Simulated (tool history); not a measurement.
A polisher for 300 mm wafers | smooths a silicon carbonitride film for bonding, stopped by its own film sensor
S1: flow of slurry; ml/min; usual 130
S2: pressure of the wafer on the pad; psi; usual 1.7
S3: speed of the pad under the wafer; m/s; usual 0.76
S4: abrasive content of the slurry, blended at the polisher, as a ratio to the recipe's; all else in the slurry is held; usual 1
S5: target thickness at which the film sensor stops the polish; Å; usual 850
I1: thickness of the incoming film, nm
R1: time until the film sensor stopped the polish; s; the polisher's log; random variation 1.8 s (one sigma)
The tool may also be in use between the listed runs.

run    hour   S1   S2    S3    S4   S5     I1     R1
  1       0  130  1.7   0.6     1  850  110.3  167.7
       61.4  -- slurry blender recalibrated
  2    63.9  130  1.7   0.6     1  850  110.5  167.7
  3      98  130  1.7   0.6     1  850  109.1  163.2
  4   155.1  130  1.7   0.9     1  850  110.1  125.5
  5   225.2  130  1.7  0.76     1  850  107.9  135.2
  6   264.8  130  1.7  0.76     1  850  111.4  151.1
  7   303.9  130  1.7  0.76     1  850  111.8  155.8
      320.5  -- head pressure recalibrated
      322.4  -- worn pad replaced by a new one
      342.2  -- slurry nozzle cleaned
  8     349  130  1.7  0.76     1  850  109.4  113.8
  9   411.8  130  1.7  0.76     1  850    111    130
 10   475.7  130  1.7  0.68   1.1  770  110.2  182.6
 11   514.7  165  2.1  0.76     1  850  111.5    112
      547.6  -- slurry blender recalibrated
 12   564.7  165  1.9  0.76     1  780    110    148
 13   593.9  140  1.7  0.96     1  850  109.5  111.3
 14   658.1  130  1.9  0.76     1  790  110.4  161.2
      710.6  -- worn pad replaced by a new one
      722.7  -- head pressure recalibrated
 15   723.2  155  1.4  0.76     1  770  111.2    203
 16   754.8  130  1.5  0.76     1  850  110.3  150.8
 17   804.6  130  1.7  0.76     1  850  110.5    140
      813.5  -- slurry nozzle cleaned
 18   848.8  115  1.7  0.76   1.1  790  112.2  167.9
 19   904.3  130  1.2  0.84   1.3  850  108.8  144.8
        972  -- slurry blender recalibrated
 20   972.5  130  1.7  0.76     1  850  111.4  140.3
 21  1027.7  130  1.2  0.76     1  880  108.8  158.2
 22  1084.2  130  1.7  0.76     1  850  107.9  129.1
       1116  -- worn pad replaced by a new one
 23    1123  130  1.7  0.56     1  850  109.6  183.4
 24  1182.9  100  2.1  0.76     1  850    110    127
     1194.5  -- head pressure recalibrated
     1204.9  -- slurry nozzle cleaned
 25  1207.7  130  1.7  0.76     1  850  110.4  116.3
 26  1269.3  130  1.7  0.76     1  900  108.3   93.5
 27  1313.8  130  1.9  0.96  0.85  770    110  134.1
 28  1364.9  130  1.7  0.76     1  850  111.2    140
 29    1422  130  1.7  0.76     1  850  111.9  143.4
     1438.8  -- slurry blender recalibrated
       1589  -- worn pad replaced by a new one
     1618.6  -- slurry nozzle cleaned
 30  1620.4  100  1.3  0.98     1  930  109.9   96.7
 31    1685  130  1.7  0.76     1  850  109.2  129.7

Table of differences, measured result less the result of that run with no hidden state. Run-to-run variation is the same in both. Gauge scatter possibly is not:
What the log doesn't record here: removal rate lost through wear of the pad, %; slurry flow missing at the pad, %; deviation of the head's pressure from its setpoint, %; abrasive missing from the slurry, %.
run     R1
  1  +22.9
  2  +27.6
  3  +28.8
  4  +23.9
  5  +27.5
  6  +31.5
  7    +33
  8   +2.5
  9  +10.6
 10  +22.5
 11  +14.8
 12  +22.1
 13  +18.4
 14  +29.5
 15  +18.3
 16  +18.7
 17  +21.1
 18  +15.2
 19    +18
 20  +21.7
 21  +27.1
 22  +23.8
 23  +34.9
 24  +26.9
 25   +1.5
 26     +7
 27  +14.7
 28  +19.3
 29  +23.2
 30  +11.2
 31  +18.5

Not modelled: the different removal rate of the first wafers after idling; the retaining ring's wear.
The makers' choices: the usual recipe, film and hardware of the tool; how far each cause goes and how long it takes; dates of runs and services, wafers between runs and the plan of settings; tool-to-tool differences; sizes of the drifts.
